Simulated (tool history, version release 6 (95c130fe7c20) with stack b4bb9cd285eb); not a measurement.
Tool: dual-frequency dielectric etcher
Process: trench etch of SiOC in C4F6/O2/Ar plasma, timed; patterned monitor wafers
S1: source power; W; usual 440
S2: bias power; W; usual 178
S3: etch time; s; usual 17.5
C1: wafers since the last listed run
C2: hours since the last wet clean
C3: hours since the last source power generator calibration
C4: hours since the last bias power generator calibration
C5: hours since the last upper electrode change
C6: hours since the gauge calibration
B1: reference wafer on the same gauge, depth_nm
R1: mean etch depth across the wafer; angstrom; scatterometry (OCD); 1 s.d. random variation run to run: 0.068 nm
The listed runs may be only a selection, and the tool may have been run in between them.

Run 1, hour 0: usual settings; C1 0; C2 82.6; C3 4023; C4 3809.5; C5 4356.8; C6 2.6; B1 38.71. Result: R1 388.2 angstrom.
Run 2, hour 58.3: usual settings; C1 931; C2 140.9; C3 4081.3; C4 3867.8; C5 4415.1; C6 60.9; B1 38.71. Result: R1 387.8 angstrom.
Run 3, hour 103.6: usual settings; C1 723; C2 186.2; C3 4126.6; C4 3913.1; C5 4460.4; C6 106.2; B1 38.7. Result: R1 389 angstrom.
Run 4, hour 175.1: usual settings but S2 210 W; C1 1142; C2 257.7; C3 4198.1; C4 3984.6; C5 4531.9; C6 177.7; B1 38.71. Result: R1 408.7 angstrom.
Run 5, hour 219: usual settings but S1 410 W; C1 701; C2 301.6; C3 4242; C4 4028.5; C5 4575.8; C6 221.6; B1 38.7. Result: R1 369.9 angstrom.
Run 6, hour 266: usual settings but S1 410 W; C1 750; C2 348.6; C3 4289; C4 4075.5; C5 4622.8; C6 268.6; B1 38.73. Result: R1 369.8 angstrom.
Run 7, hour 293.4: usual settings but S1 410 W; C1 437; C2 376; C3 4316.4; C4 4102.9; C5 4650.2; C6 296; B1 38.72. Result: R1 368.5 angstrom.
Run 8, hour 353.6: usual settings; C1 961; C2 436.2; C3 4376.6; C4 4163.1; C5 4710.4; C6 356.2; B1 38.69. Result: R1 386.7 angstrom.
Run 9, hour 471.9: usual settings; C1 1889; C2 554.5; C3 4494.9; C4 4281.4; C5 4828.7; C6 474.5; B1 38.69. Result: R1 384.5 angstrom.
At hour 507.1: wet clean of the chamber.
Run 10, hour 537.6: usual settings; C1 666; C2 30.5; C3 4560.6; C4 4347.1; C5 4894.4; C6 540.2; B1 38.71. Result: R1 391.2 angstrom.
At hour 543.7: bias power generator calibrated.
Run 11, hour 569.8: usual settings but S1 480 W; C1 450; C2 62.7; C3 4592.8; C4 26.1; C5 4926.6; C6 572.4; B1 38.7. Result: R1 413.5 angstrom.
Run 12, hour 623: usual settings but S1 480 W; C1 849; C2 115.9; C3 4646; C4 79.3; C5 4979.8; C6 625.6; B1 38.69. Result: R1 412.8 angstrom.
Run 13, hour 672.5: usual settings but S1 480 W; C1 790; C2 165.4; C3 4695.5; C4 128.8; C5 5029.3; C6 675.1; B1 38.72. Result: R1 412.1 angstrom.
Run 14, hour 742.4: usual settings but S1 480 W, S3 20.5 s; C1 1116; C2 235.3; C3 4765.4; C4 198.7; C5 5099.2; C6 745; B1 38.71. Result: R1 482.6 angstrom.
At hour 778.4: gauge calibrated.
At hour 800.7: source power generator calibrated.
Run 15, hour 833.9: usual settings but S3 19 s; C1 1397; C2 326.8; C3 33.2; C4 290.2; C5 5190.7; C6 55.5; B1 38.7. Result: R1 408.5 angstrom.
Run 16, hour 868.2: usual settings but S1 400 W, S2 193 W, S3 12.5 s; C1 547; C2 361.1; C3 67.5; C4 324.5; C5 5225; C6 89.8; B1 38.7. Result: R1 258.8 angstrom.
Run 17, hour 902.6: usual settings but S2 195 W; C1 549; C2 395.5; C3 101.9; C4 358.9; C5 5259.4; C6 124.2; B1 38.66. Result: R1 388.1 angstrom.
At hour 934.9: upper electrode replaced.
Run 18, hour 935.4: usual settings but S1 540 W; C1 140; C2 428.3; C3 134.7; C4 391.7; C5 0.5; C6 157; B1 38.69. Result: R1 424.7 angstrom.
Run 19, hour 954.8: usual settings; C1 309; C2 447.7; C3 154.1; C4 411.1; C5 19.9; C6 176.4; B1 38.71. Result: R1 375.2 angstrom.
Run 20, hour 1025.8: usual settings but S2 219 W; C1 1134; C2 518.7; C3 225.1; C4 482.1; C5 90.9; C6 247.4; B1 38.69. Result: R1 399.9 angstrom.
Run 21, hour 1073.4: usual settings; C1 760; C2 566.3; C3 272.7; C4 529.7; C5 138.5; C6 295; B1 38.68. Result: R1 375.2 angstrom.
Run 22, hour 1110.1: usual settings but S1 410 W; C1 586; C2 603; C3 309.4; C4 566.4; C5 175.2; C6 331.7; B1 38.7. Result: R1 358.5 angstrom.
At hour 1134.2: wet clean of the chamber.
Run 23, hour 1154.5: usual settings but S1 470 W, S2 162 W, S3 15 s; C1 325; C2 20.3; C3 353.8; C4 610.8; C5 219.6; C6 376.1; B1 38.72. Result: R1 331.4 angstrom.
Run 24, hour 1198.4: usual settings but S1 340 W, S2 219 W, S3 14.5 s; C1 701; C2 64.2; C3 397.7; C4 654.7; C5 263.5; C6 420; B1 38.7. Result: R1 283.8 angstrom.
Run 25, hour 1247.2: usual settings but S1 340 W; C1 779; C2 113; C3 446.5; C4 703.5; C5 312.3; C6 468.8; B1 38.7. Result: R1 319.5 angstrom.
Run 26, hour 1275.4: usual settings but S1 400 W, S2 192 W, S3 22.5 s; C1 450; C2 141.2; C3 474.7; C4 731.7; C5 340.5; C6 497; B1 38.68. Result: R1 470.8 angstrom.
Run 27, hour 1302.3: usual settings but S1 330 W, S2 162 W, S3 20 s; C1 429; C2 168.1; C3 501.6; C4 758.6; C5 367.4; C6 523.9; B1 38.69. Result: R1 347 angstrom.

Consider 5 possible next runs. They are alternatives, not a sequence: every one starts from the tool as it was left by run 27. What does each give?
Run A, hour 1302.7: usual settings but S2 148 W; C1 6; C2 168.5; C3 502; C4 759; C5 367.8; C6 524.3; B1 ?. Result: R1 ?.
Run B, hour 1302.7: usual settings but S2 207 W, S3 13.5 s; C1 6; C2 168.5; C3 502; C4 759; C5 367.8; C6 524.3; B1 ?. Result: R1 ?.
Run C, hour 1302.7: usual settings but S1 510 W, S3 15 s; C1 6; C2 168.5; C3 502; C4 759; C5 367.8; C6 524.3; B1 ?. Result: R1 ?.
Run D, hour 1302.7: usual settings but S2 208 W, S3 20.5 s; C1 6; C2 168.5; C3 502; C4 759; C5 367.8; C6 524.3; B1 ?. Result: R1 ?.
Run E, hour 1302.7: usual settings but S1 520 W, S2 154 W; C1 6; C2 168.5; C3 502; C4 759; C5 367.8; C6 524.3; B1 ?. Result: R1 ?.

run     B1     R1
  A  38.69  360.1
  B  38.69  306.9
  C  38.69  355.9
  D  38.69  466.7
  E  38.69  402.8
The same runs, with their run-to-run variation unchanged, on a tool lacking any hidden condition would have given:
run     R1
  A  359.6
  B  306.5
  C  355.4
  D  466.1
  E  402.3

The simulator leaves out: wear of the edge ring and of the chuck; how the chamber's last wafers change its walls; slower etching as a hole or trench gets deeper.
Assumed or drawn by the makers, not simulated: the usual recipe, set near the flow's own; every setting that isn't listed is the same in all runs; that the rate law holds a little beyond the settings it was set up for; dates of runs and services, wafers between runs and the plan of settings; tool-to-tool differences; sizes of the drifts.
